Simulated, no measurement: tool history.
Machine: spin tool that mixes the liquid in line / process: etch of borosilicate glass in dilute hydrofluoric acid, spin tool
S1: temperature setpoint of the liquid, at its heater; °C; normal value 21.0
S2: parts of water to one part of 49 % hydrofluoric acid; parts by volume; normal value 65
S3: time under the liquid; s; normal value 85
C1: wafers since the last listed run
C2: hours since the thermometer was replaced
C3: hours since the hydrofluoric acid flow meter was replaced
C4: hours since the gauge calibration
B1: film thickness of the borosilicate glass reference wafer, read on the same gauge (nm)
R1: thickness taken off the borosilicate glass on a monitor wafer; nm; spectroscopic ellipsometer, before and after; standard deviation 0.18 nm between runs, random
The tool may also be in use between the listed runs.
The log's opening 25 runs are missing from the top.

Run 26, hour 701.7: usual settings but S1 26.0 °C; C1 137; C2 277.8; C3 507.0; C4 93.9; B1 129.98. Result: R1 29.11 nm.
Run 27, hour 717.5: usual settings but S1 17.5 °C, S2 40 parts by volume, S3 50 s; C1 171; C2 293.6; C3 522.8; C4 109.7; B1 130.03. Result: R1 20.22 nm.
Run 28, hour 736.0: usual settings but S3 50 s; C1 200; C2 312.1; C3 541.3; C4 128.2; B1 130.00. Result: R1 13.97 nm.
Run 29, hour 755.3: usual settings but S2 40 parts by volume, S3 55 s; C1 208; C2 331.4; C3 560.6; C4 147.5; B1 129.99. Result: R1 25.77 nm.
Run 30, hour 782.0: usual settings but S3 55 s; C1 289; C2 358.1; C3 587.3; C4 174.2; B1 129.98. Result: R1 15.38 nm.
Run 31, hour 877.0: usual settings but S1 17.0 °C, S2 90 parts by volume; C1 1028; C2 453.1; C3 682.3; C4 269.2; B1 129.95. Result: R1 14.22 nm.
Run 32, hour 889.8: usual settings but S1 18.0 °C, S2 80 parts by volume, S3 105 s; C1 138; C2 465.9; C3 695.1; C4 282.0; B1 130.00. Result: R1 20.46 nm.
Run 33, hour 903.1: usual settings but S1 23.0 °C, S2 35 parts by volume, S3 40 s; C1 144; C2 479.2; C3 708.4; C4 295.3; B1 129.98. Result: R1 23.57 nm.

Alternative continuations, all from the tool just after run 33; predict every row:
Run A, hour 903.5: usual settings; C1 4; C2 479.6; C3 708.8; C4 295.7; B1 ?. Result: R1 ?.
Run B, hour 903.5: usual settings but S1 25.5 °C, S2 40 parts by volume; C1 4; C2 479.6; C3 708.8; C4 295.7; B1 ?. Result: R1 ?.
Run C, hour 903.5: usual settings but S1 17.0 °C, S2 45 parts by volume, S3 120 s; C1 4; C2 479.6; C3 708.8; C4 295.7; B1 ?. Result: R1 ?.
Run D, hour 903.5: usual settings but S1 23.0 °C, S2 85 parts by volume, S3 40 s; C1 4; C2 479.6; C3 708.8; C4 295.7; B1 ?. Result: R1 ?.

run      B1     R1
  A  129.99  23.53
  B  129.99  47.60
  C  129.99  41.38
  D  129.99   8.98
With no hidden state in the tool, these same runs would have given:
run     R1
  A  24.02
  B  48.56
  C  42.27
  D   9.16
